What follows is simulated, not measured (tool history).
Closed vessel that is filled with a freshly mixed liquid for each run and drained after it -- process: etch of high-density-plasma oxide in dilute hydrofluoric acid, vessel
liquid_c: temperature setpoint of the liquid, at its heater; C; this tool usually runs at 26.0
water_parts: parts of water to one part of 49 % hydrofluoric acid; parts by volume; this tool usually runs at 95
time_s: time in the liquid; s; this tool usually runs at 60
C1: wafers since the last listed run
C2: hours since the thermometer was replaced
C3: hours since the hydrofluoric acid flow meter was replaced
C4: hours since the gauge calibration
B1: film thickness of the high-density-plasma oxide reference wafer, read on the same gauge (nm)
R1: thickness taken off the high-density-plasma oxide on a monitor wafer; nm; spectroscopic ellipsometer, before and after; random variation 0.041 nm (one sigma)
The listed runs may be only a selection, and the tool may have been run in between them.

run 1 day=0.000 | liquid_c=26.0 water_parts=95 time_s=60 | C1=0 C2=2329.7 C3=1430.7 C4=87.0 | B1=130.02 | R1=6.56
run 2 day=0.612 | liquid_c=26.0 water_parts=95 time_s=60 | C1=1238 C2=2344.4 C3=1445.4 C4=101.7 | B1=130.01 | R1=6.59
run 3 day=1.242 | liquid_c=26.0 water_parts=95 time_s=60 | C1=1272 C2=2359.5 C3=1460.5 C4=116.8 | B1=129.99 | R1=6.58
run 4 day=1.642 | liquid_c=26.0 water_parts=95 time_s=60 | C1=808 C2=2369.1 C3=1470.1 C4=126.4 | B1=129.99 | R1=6.57
run 5 day=2.338 | liquid_c=26.0 water_parts=95 time_s=60 | C1=1407 C2=2385.8 C3=1486.8 C4=143.1 | B1=129.99 | R1=6.56
run 6 day=3.050 | liquid_c=26.0 water_parts=95 time_s=60 | C1=1440 C2=2402.9 C3=1503.9 C4=160.2 | B1=129.99 | R1=6.56
run 7 day=3.579 | liquid_c=26.0 water_parts=95 time_s=60 | C1=1070 C2=2415.6 C3=1516.6 C4=172.9 | B1=130.02 | R1=6.52
run 8 day=4.125 | liquid_c=26.0 water_parts=95 time_s=60 | C1=1103 C2=2428.7 C3=1529.7 C4=186.0 | B1=130.02 | R1=6.56
run 9 day=4.396 | liquid_c=26.0 water_parts=95 time_s=80 | C1=547 C2=2435.2 C3=1536.2 C4=192.5 | B1=130.00 | R1=8.75
run 10 day=4.888 | liquid_c=26.0 water_parts=95 time_s=80 | C1=994 C2=2447.0 C3=1548.0 C4=204.3 | B1=130.03 | R1=8.70
run 11 day=5.517 | liquid_c=26.0 water_parts=95 time_s=80 | C1=1272 C2=2462.1 C3=1563.1 C4=219.4 | B1=130.02 | R1=8.60
-- day=6.196 gauge calibrated
run 12 day=6.233 | liquid_c=26.0 water_parts=95 time_s=30 | C1=1449 C2=2479.3 C3=1580.3 C4=0.9 | B1=130.01 | R1=3.26
run 13 day=6.783 | liquid_c=26.0 water_parts=95 time_s=60 | C1=1112 C2=2492.5 C3=1593.5 C4=14.1 | B1=129.97 | R1=6.44
run 14 day=7.288 | liquid_c=24.0 water_parts=95 time_s=60 | C1=1019 C2=2504.6 C3=1605.6 C4=26.2 | B1=130.00 | R1=6.02
-- day=7.650 hydrofluoric acid flow meter replaced
run 15 day=7.817 | liquid_c=26.0 water_parts=95 time_s=60 | C1=985 C2=2517.3 C3=4.0 C4=38.9 | B1=129.97 | R1=7.46
run 16 day=8.075 | liquid_c=24.5 water_parts=75 time_s=60 | C1=522 C2=2523.5 C3=10.2 C4=45.1 | B1=130.01 | R1=9.13
run 17 day=8.642 | liquid_c=26.0 water_parts=95 time_s=60 | C1=1145 C2=2537.1 C3=23.8 C4=58.7 | B1=130.00 | R1=7.40
-- day=9.158 thermometer replaced
run 18 day=9.304 | liquid_c=21.5 water_parts=130 time_s=90 | C1=1255 C2=3.5 C3=39.7 C4=74.6 | B1=130.00 | R1=6.49
run 19 day=9.992 | liquid_c=24.0 water_parts=120 time_s=75 | C1=1390 C2=20.0 C3=56.2 C4=91.1 | B1=130.01 | R1=6.63
run 20 day=10.304 | liquid_c=26.0 water_parts=95 time_s=60 | C1=631 C2=27.5 C3=63.7 C4=98.6 | B1=130.01 | R1=7.42
run 21 day=10.842 | liquid_c=26.0 water_parts=75 time_s=40 | C1=1086 C2=40.4 C3=76.6 C4=111.5 | B1=129.97 | R1=6.49
run 22 day=11.542 | liquid_c=26.0 water_parts=95 time_s=60 | C1=1415 C2=57.2 C3=93.4 C4=128.3 | B1=129.97 | R1=7.40
run 23 day=12.071 | liquid_c=26.0 water_parts=95 time_s=45 | C1=1070 C2=69.9 C3=106.1 C4=141.0 | B1=130.01 | R1=5.51

Predict each of these 3 candidate next runs independently; none follows another, all start after run 23:
run A day=12.100 | liquid_c=26.0 water_parts=130 time_s=60 | C1=58 C2=70.6 C3=106.8 C4=141.7 | B1=? | R1=?
run B day=12.100 | liquid_c=24.5 water_parts=115 time_s=30 | C1=58 C2=70.6 C3=106.8 C4=141.7 | B1=? | R1=?
run C day=12.100 | liquid_c=26.0 water_parts=65 time_s=60 | C1=58 C2=70.6 C3=106.8 C4=141.7 | B1=? | R1=?

run=A B1=129.99 R1=5.14
run=B B1=129.99 R1=2.79
run=C B1=129.99 R1=11.19
The same runs, with their run-to-run variation unchanged, on a tool lacking any hidden condition would have given:
run=A R1=5.28
run=B R1=2.87
run=C R1=11.48
